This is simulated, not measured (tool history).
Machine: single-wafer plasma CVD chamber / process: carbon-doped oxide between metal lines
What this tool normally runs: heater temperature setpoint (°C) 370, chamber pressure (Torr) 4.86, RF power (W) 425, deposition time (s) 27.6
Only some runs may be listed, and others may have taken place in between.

run    hour  heater temperature setpoint (°C)  chamber pressure (Torr)  RF power (W)  deposition time (s)  read-back reference wafer on the same gauge, thickness_nm  mean film thickness on the monitor wafer (nm)
  1     0.0                               370                     4.86           425                 27.6                                                    101.969                                        122.616
  2    85.5                               370                     4.86           425                 27.6                                                    102.018                                        121.324
  3   131.2                               365                     4.86           425                 30.1                                                    101.944                                        135.067
  4   238.0                               365                     4.86           425                 30.1                                                    102.018                                        135.348
  5   287.4                               365                     4.86           425                 30.1                                                    102.050                                        134.306
  6   379.4                               374                     4.86           425                 27.6                                                    101.877                                        120.526
  7   447.2                               374                     4.86           425                 27.6                                                    101.954                                        120.890
  8   672.7                               374                     4.86           425                 27.6                                                    102.015                                        120.382
  9   721.6                               370                     4.86           425                 27.6                                                    102.100                                        121.531
 10   815.7                               370                     4.86           425                 27.6                                                    101.968                                        122.335
      861.4  -- capacitance manometer re-zeroed and calibrated
      968.3  -- showerhead replaced
 11  1121.6                               357                     4.86           355                 27.6                                                    102.043                                        114.419
     1158.7  -- gauge calibrated
 12  1199.4                               361                     4.05           425                 27.6                                                    101.987                                        118.612
     1244.4  -- RF generator calibrated
 13  1263.6                               356                     5.50           355                 32.2                                                    101.925                                        139.221
     1406.1  -- thermocouple changed; heater temperature recalibrated
 14  1525.2                               382                     5.33           375                 22.6                                                    102.048                                         93.924
 15  1569.7                               370                     4.33           425                 27.6                                                    101.986                                        118.971
 16  1649.7                               370                     4.86           465                 27.6                                                    101.984                                        128.007
 17  1690.1                               356                     5.50           355                 32.2                                                    101.955                                        138.196
 18  1763.5                               370                     4.86           425                 27.6                                                    101.990                                        121.596
 19  1821.5                               361                     4.86           425                 27.6                                                    102.025                                        124.608

What will run 20 give?
 20  1928.4                               370                     4.86           365                 27.6                                                          ?                                              ?

Run 20 yielded read-back reference wafer on the same gauge, thickness_nm 102.027, mean film thickness on the monitor wafer (nm) 112.416.
On a tool with no hidden condition, and with the same random variation, this run would have come out at mean film thickness on the monitor wafer (nm) 112.219.
